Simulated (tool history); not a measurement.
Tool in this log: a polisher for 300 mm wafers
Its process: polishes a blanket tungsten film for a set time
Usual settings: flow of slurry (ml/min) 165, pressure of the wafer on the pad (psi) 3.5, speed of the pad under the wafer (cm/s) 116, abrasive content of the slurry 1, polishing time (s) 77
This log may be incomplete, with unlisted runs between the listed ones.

run	hour	flow of slurry (ml/min)	pressure of the wafer on the pad (psi)	speed of the pad under the wafer (cm/s)	abrasive content of the slurry	polishing time (s)	incoming thickness of the incoming film, nm	film removed (angstrom)
1	0	165	3.5	116	1	77	1280.5	3356
2	22.3	165	3.5	116	1	77	1261.3	3258
# hour 73.4: slurry tank refilled with fresh slurry and peroxide
3	90.7	165	4	104	1	77	1254.5	3226
# hour 116.5: worn pad replaced by a new one
4	117	165	4	104	1	77	1272.4	3096
# hour 120: slurry blender recalibrated
# hour 161.9: slurry tank refilled with fresh slurry and peroxide
# hour 165.3: head pressure recalibrated
5	198.8	165	3.5	116	1	77	1269.3	3155
# hour 209.8: slurry nozzle cleaned
6	215.7	165	3.5	116	1	77	1253.5	3121
7	229.1	165	3.5	116	1	77	1260.1	3128
# hour 242.4: slurry tank refilled with fresh slurry and peroxide
# hour 252: slurry blender recalibrated
8	260.2	165	3.5	116	1	77	1281.3	3415
9	291.2	165	3.5	154	1.1	56	1271.8	3116
# hour 301.5: worn pad replaced by a new one
10	305.8	115	4.3	116	1	54	1261.5	2630
11	326.2	165	3.5	116	1	77	1269.8	3161
# hour 343.5: slurry tank refilled with fresh slurry and peroxide
12	349.9	165	3.5	116	1	99	1247.6	4007
# hour 374.5: slurry blender recalibrated
13	379.4	190	4.6	116	1	77	1284	4563
14	399.3	165	3.5	94	1	53	1270.5	1894
# hour 427.9: slurry tank refilled with fresh slurry and peroxide
15	432.6	205	3.5	78	1	77	1270.9	2376
16	465.1	165	3.5	116	1	77	1247.4	3192

Here are 5 independent what-if runs from the current tool condition. What would each one return?
A	465.5	165	3.5	104	1	77	1245.3	?
B	465.5	165	3.5	154	1	55	1245.3	?
C	465.5	140	3.5	136	1	77	1245.3	?
D	465.5	165	3.5	116	1.25	96	1245.3	?
E	465.5	145	3.5	116	1	77	1245.3	?

run	film removed (angstrom)
A	2913
B	2952
C	3579
D	4190
E	3129
The same runs, with their run-to-run variation unchanged, on a tool lacking any hidden condition would have given:
run	film removed (angstrom)
A	3043
B	3083
C	3738
D	4380
E	3268
